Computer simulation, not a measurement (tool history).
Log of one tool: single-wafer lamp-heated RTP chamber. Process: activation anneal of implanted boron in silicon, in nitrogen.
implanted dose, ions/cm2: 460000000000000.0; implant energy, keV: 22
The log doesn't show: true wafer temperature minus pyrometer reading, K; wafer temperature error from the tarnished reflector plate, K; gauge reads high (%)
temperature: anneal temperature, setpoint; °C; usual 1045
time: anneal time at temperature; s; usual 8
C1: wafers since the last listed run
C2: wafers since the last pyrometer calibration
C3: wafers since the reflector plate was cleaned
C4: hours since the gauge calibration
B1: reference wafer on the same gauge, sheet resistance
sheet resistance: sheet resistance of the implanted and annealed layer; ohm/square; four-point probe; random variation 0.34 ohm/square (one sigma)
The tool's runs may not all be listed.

{"run": 1, "hour": 0.0, "temperature": 1045, "time": 8, "C1": 0, "C2": 6485, "C3": 38, "C4": 39.1, "B1": 252.97, "sheet resistance": 228.85}
{"hour": 13.6, "done": "pyrometer window cleaned and pyrometer calibrated"}
{"run": 2, "hour": 39.6, "temperature": 1045, "time": 8, "C1": 561, "C2": 461, "C3": 600, "C4": 78.7, "B1": 252.25, "sheet resistance": 228.32}
{"run": 3, "hour": 59.4, "temperature": 1045, "time": 8, "C1": 352, "C2": 813, "C3": 953, "C4": 98.5, "B1": 252, "sheet resistance": 227.53}
{"run": 4, "hour": 85.1, "temperature": 1045, "time": 6, "C1": 457, "C2": 1271, "C3": 1410, "C4": 124.2, "B1": 251.63, "sheet resistance": 228.08}
{"run": 5, "hour": 120.2, "temperature": 1045, "time": 6, "C1": 624, "C2": 1895, "C3": 2034, "C4": 159.3, "B1": 251.36, "sheet resistance": 228.15}
{"run": 6, "hour": 147.8, "temperature": 1045, "time": 4, "C1": 490, "C2": 2386, "C3": 2525, "C4": 186.9, "B1": 251.06, "sheet resistance": 228.49}
{"run": 7, "hour": 169.2, "temperature": 1045, "time": 4, "C1": 380, "C2": 2766, "C3": 2905, "C4": 208.3, "B1": 250.96, "sheet resistance": 228.47}
{"run": 8, "hour": 201.0, "temperature": 1065, "time": 8, "C1": 565, "C2": 3332, "C3": 3471, "C4": 240.1, "B1": 250.67, "sheet resistance": 225.82}
{"run": 9, "hour": 232.3, "temperature": 1065, "time": 8, "C1": 556, "C2": 3888, "C3": 4027, "C4": 271.4, "B1": 250.52, "sheet resistance": 224.72}
{"run": 10, "hour": 260.9, "temperature": 1045, "time": 8, "C1": 508, "C2": 4397, "C3": 4536, "C4": 300, "B1": 250.46, "sheet resistance": 226.12}
{"run": 11, "hour": 293.7, "temperature": 1045, "time": 8, "C1": 583, "C2": 4980, "C3": 5119, "C4": 332.8, "B1": 250.13, "sheet resistance": 226.49}
{"run": 12, "hour": 324.9, "temperature": 1045, "time": 7, "C1": 554, "C2": 5535, "C3": 5674, "C4": 364, "B1": 250.24, "sheet resistance": 226.15}
{"run": 13, "hour": 381.6, "temperature": 1045, "time": 7, "C1": 1008, "C2": 6544, "C3": 6683, "C4": 420.7, "B1": 249.86, "sheet resistance": 226.1}
{"hour": 399.1, "done": "pyrometer window cleaned and pyrometer calibrated"}
{"run": 14, "hour": 399.6, "temperature": 1045, "time": 10, "C1": 177, "C2": 9, "C3": 6860, "C4": 438.7, "B1": 249.87, "sheet resistance": 226.01}
{"run": 15, "hour": 417.5, "temperature": 1045, "time": 8, "C1": 318, "C2": 327, "C3": 7179, "C4": 456.6, "B1": 250, "sheet resistance": 226.47}
{"hour": 422.7, "done": "gauge calibrated"}
{"run": 16, "hour": 447.8, "temperature": 1035, "time": 4, "C1": 538, "C2": 866, "C3": 7718, "C4": 25.1, "B1": 254.15, "sheet resistance": 232.4}
{"run": 17, "hour": 463.7, "temperature": 1045, "time": 12, "C1": 282, "C2": 1148, "C3": 8000, "C4": 41, "B1": 253.83, "sheet resistance": 228.52}
{"run": 18, "hour": 494.4, "temperature": 1069, "time": 10, "C1": 545, "C2": 1694, "C3": 8546, "C4": 71.7, "B1": 253.2, "sheet resistance": 227.56}
{"hour": 503.4, "done": "reflector plate cleaned"}
{"run": 19, "hour": 515.1, "temperature": 1045, "time": 5, "C1": 225, "C2": 1920, "C3": 208, "C4": 92.4, "B1": 253, "sheet resistance": 229.99}
{"run": 20, "hour": 529.9, "temperature": 1045, "time": 8, "C1": 263, "C2": 2184, "C3": 472, "C4": 107.2, "B1": 252.8, "sheet resistance": 229.21}
{"run": 21, "hour": 541.9, "temperature": 1036, "time": 8, "C1": 213, "C2": 2397, "C3": 685, "C4": 119.2, "B1": 252.68, "sheet resistance": 229.69}
{"run": 22, "hour": 572.1, "temperature": 1063, "time": 8, "C1": 537, "C2": 2934, "C3": 1222, "C4": 149.4, "B1": 252.36, "sheet resistance": 226.89}
{"run": 23, "hour": 602.5, "temperature": 1045, "time": 8, "C1": 540, "C2": 3475, "C3": 1763, "C4": 179.8, "B1": 252.05, "sheet resistance": 228.01}
{"run": 24, "hour": 632.8, "temperature": 1045, "time": 11, "C1": 538, "C2": 4014, "C3": 2302, "C4": 210.1, "B1": 251.8, "sheet resistance": 228.02}
{"run": 25, "hour": 660.8, "temperature": 1045, "time": 8, "C1": 497, "C2": 4511, "C3": 2800, "C4": 238.1, "B1": 251.64, "sheet resistance": 227.73}
{"run": 26, "hour": 681.6, "temperature": 1056, "time": 4, "C1": 369, "C2": 4881, "C3": 3170, "C4": 258.9, "B1": 251.43, "sheet resistance": 227.7}
{"run": 27, "hour": 695.0, "temperature": 1045, "time": 8, "C1": 238, "C2": 5120, "C3": 3408, "C4": 272.3, "B1": 251.4, "sheet resistance": 227.23}

Hidden state at the last listed run before each entry between runs and at the first one after, where it differs:
Between runs 1 and 2: pyrometer window cleaned and pyrometer calibrated (hour 13.6)
  gauge reads high (%): -0.406 -> -0.678
  measured less the result without the state, sheet resistance: -0.93 -> -1.56 ohm/square
Between runs 13 and 14: pyrometer window cleaned and pyrometer calibrated (hour 399.1)
  gauge reads high (%): -1.6 -> -1.61
  measured less the result without the state, sheet resistance: -3.67 -> -3.71 ohm/square
Between runs 15 and 16: gauge calibrated (hour 422.7)
  gauge reads high (%): -1.62 -> 0.0678
  measured less the result without the state, sheet resistance: -3.74 -> +0.16 ohm/square
Between runs 18 and 19: reflector plate cleaned (hour 503.4)
  gauge reads high (%): -0.272 -> -0.396
  measured less the result without the state, sheet resistance: -0.62 -> -0.92 ohm/square
